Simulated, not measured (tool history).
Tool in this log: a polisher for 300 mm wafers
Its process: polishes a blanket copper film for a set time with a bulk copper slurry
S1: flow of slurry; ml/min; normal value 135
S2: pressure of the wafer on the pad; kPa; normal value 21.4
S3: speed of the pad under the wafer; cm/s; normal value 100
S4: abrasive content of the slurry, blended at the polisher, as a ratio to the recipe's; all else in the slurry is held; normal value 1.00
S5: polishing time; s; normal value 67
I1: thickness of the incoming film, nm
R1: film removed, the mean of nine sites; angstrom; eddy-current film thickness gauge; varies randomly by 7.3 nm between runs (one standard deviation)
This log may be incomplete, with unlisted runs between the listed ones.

run    hour   S1    S2   S3    S4  S5      I1    R1
  1     0.0  135  21.4  100  1.00  67  4462.5  5754
       25.7  -- worn pad replaced by a new one
  2   127.4  135  21.4  100  1.00  67  4469.2  5768
      189.2  -- head pressure recalibrated
  3   326.1  135  21.4  100  1.00  67  4496.0  5371
  4   375.8  135  21.4  100  1.00  67  4450.2  5516
  5   402.0  135  21.4  100  1.00  67  4385.2  5398
  6   439.0  135  21.4  100  1.00  67  4417.3  5362
      451.6  -- slurry nozzle cleaned
      467.9  -- worn pad replaced by a new one
  7   496.0  135  19.3  100  1.10  67  4443.9  5431
  8   524.3  165  21.4  100  1.00  67  4508.5  6004
      540.4  -- slurry blender recalibrated
  9   585.6  135  24.8  100  0.80  61  4361.0  5722
 10   623.7  135  21.4  100  1.10  67  4353.4  6141
 11   761.4  135  28.3  124  1.00  67  4384.5  9442
      877.7  -- head pressure recalibrated
 12   911.0  135  21.4  100  1.00  67  4464.8  5819
 13   937.8  175  17.2  100  1.25  67  4462.8  5398
      994.1  -- worn pad replaced by a new one
 14  1008.1  135  21.4  100  1.00  45  4419.0  3811
     1038.0  -- slurry blender recalibrated
 15  1058.0  135  21.4  100  1.00  67  4372.2  5616
 16  1113.7  135  21.4  100  1.00  67  4465.7  5513
 17  1172.3  135  21.4  100  1.00  67  4379.9  5596
 18  1203.8  135  21.4  128  1.00  50  4445.2  5247
 19  1249.8  135  21.4   78  1.00  67  4484.5  4260
 20  1281.2  100  18.6  100  1.00  67  4469.6  4447
     1291.3  -- slurry nozzle cleaned
 21  1352.0  105  21.4   82  1.00  50  4443.3  3469
 22  1397.6  100  21.4  100  0.90  55  4363.1  4587
     1440.0  -- worn pad replaced by a new one
 23  1459.3  115  15.2   80  1.00  81  4374.3  4215
 24  1521.6   90  21.4  100  1.25  67  4468.3  5915
     1576.7  -- slurry blender recalibrated
 25  1581.7  135  26.9  100  1.00  67  4456.3  7114
     1588.0  -- head pressure recalibrated
 26  1629.3  135  21.4  100  1.00  67  4455.9  5767
 27  1680.7  110  13.8  128  1.00  59  4417.9  4509
 28  1737.1  135  24.1  100  0.70  67  4412.0  5789
 29  1765.1  135  21.4  100  1.00  67  4435.6  5898
 30  1821.9  135  21.4  100  1.30  55  4428.4  5092

Below are 4 alternative next runs, each starting from the tool's condition after run 30. Predict each:
  A  1822.3  135  21.4  100  1.20  67  4443.0   ?
  B  1822.3  135  21.4   88  1.00  67  4443.0   ?
  C  1822.3  135  17.2  100  1.00  51  4443.0   ?
  D  1822.3  135  21.4  118  1.00  47  4443.0   ?

run    R1
  A  6067
  B  5075
  C  3679
  D  4774
With no hidden state in the tool, these same runs would have given:
run    R1
  A  6267
  B  5243
  C  3800
  D  4932
